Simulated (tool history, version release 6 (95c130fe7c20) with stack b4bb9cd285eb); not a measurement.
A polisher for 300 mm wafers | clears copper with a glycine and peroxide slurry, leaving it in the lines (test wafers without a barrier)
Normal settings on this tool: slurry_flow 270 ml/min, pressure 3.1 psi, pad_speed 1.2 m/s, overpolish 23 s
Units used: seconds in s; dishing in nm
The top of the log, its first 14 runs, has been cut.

run,hour,slurry_flow,pressure,pad_speed,overpolish,wafers since the last listed run,wafers polished on this pad,hours since the slurry nozzle was cleaned,hours since the head pressure was calibrated,"incoming thickness of the incoming film, nm",seconds,dishing
15,897.9,270,3.1,1.2,23,559,1734,151.4,241.1,665,88.6,83.4
16,953.3,215,3.1,0.82,11,530,2264,206.8,296.5,647.5,108,42.4
17,1018.6,270,3.1,1.2,23,625,2890,272.1,361.8,657.3,85.9,80.5
# hour 1036.9: head pressure recalibrated
18,1051.3,330,3.1,1.2,14,293,3184,304.8,14.4,656.6,90.8,60.4
19,1102.3,270,3.1,1.2,23,488,3672,355.8,65.4,659.9,92,79.9
# hour 1116.8: worn pad replaced by a new one
20,1159.9,270,3.1,1.2,23,513,413,413.4,123,667.5,92,79.4
21,1207.7,270,3.7,1.32,19,457,870,461.2,170.8,664,75.7,79.1
22,1262.2,270,2.7,1.2,23,521,1392,515.7,225.3,649,95.8,76
23,1294.5,270,3.1,1.2,23,309,1701,548,257.6,672,92.1,79.3
24,1339.4,270,3.1,1.2,23,429,2131,592.9,302.5,659.5,88,80.2
25,1378.6,335,3.1,1.2,28,375,2507,632.1,341.7,670.5,89,89.9
26,1449.9,215,2.5,0.8,28,682,3189,703.4,413,661.7,125.1,73
# hour 1454.7: head pressure recalibrated
# hour 1466.9: slurry nozzle cleaned
27,1482.8,270,3.5,1.06,23,286,3476,15.9,28.1,668.4,91.2,82
# hour 1526.9: worn pad replaced by a new one
28,1603.4,215,3.1,1.02,19,1116,732,136.5,148.7,665.5,100,65.4
29,1645.7,350,2.8,1.2,23,405,1137,178.8,191,650,91.5,77.3
30,1683.5,185,3.1,1.2,37,361,1499,216.6,228.8,660.1,96.1,97.2
31,1729.8,270,3.1,1.4,23,443,1942,262.9,275.1,672.9,84.1,83.3
32,1793.3,270,3.1,1.62,28,608,2550,326.4,338.6,658.7,72.9,95.8
33,1832.4,230,4.1,1.2,36,374,2925,365.5,377.7,666,73.7,107.6
34,1899.2,270,3.1,1.2,23,639,3564,432.3,444.5,665.3,89.5,80
# hour 1913.7: head pressure recalibrated
35,1970.4,310,4.1,0.92,29,662,4227,503.5,56.7,658.3,83.2,95.5

3 options for the next run, each taken on its own from the tool as it stands now. Forecast them:
A,1970.9,270,3.1,1.2,23,4,4232,504,57.2,653.9,?,?
B,1970.9,270,3.8,1.2,23,4,4232,504,57.2,653.9,?,?
C,1970.9,270,3.1,1.2,19,4,4232,504,57.2,653.9,?,?

run,seconds,dishing
A,89.2,77.2
B,77.3,84.3
C,89.2,69.2
What these runs would have given with no unlogged condition in the tool:
run,seconds,dishing
A,89.5,77
B,77.6,84.2
C,89.5,69

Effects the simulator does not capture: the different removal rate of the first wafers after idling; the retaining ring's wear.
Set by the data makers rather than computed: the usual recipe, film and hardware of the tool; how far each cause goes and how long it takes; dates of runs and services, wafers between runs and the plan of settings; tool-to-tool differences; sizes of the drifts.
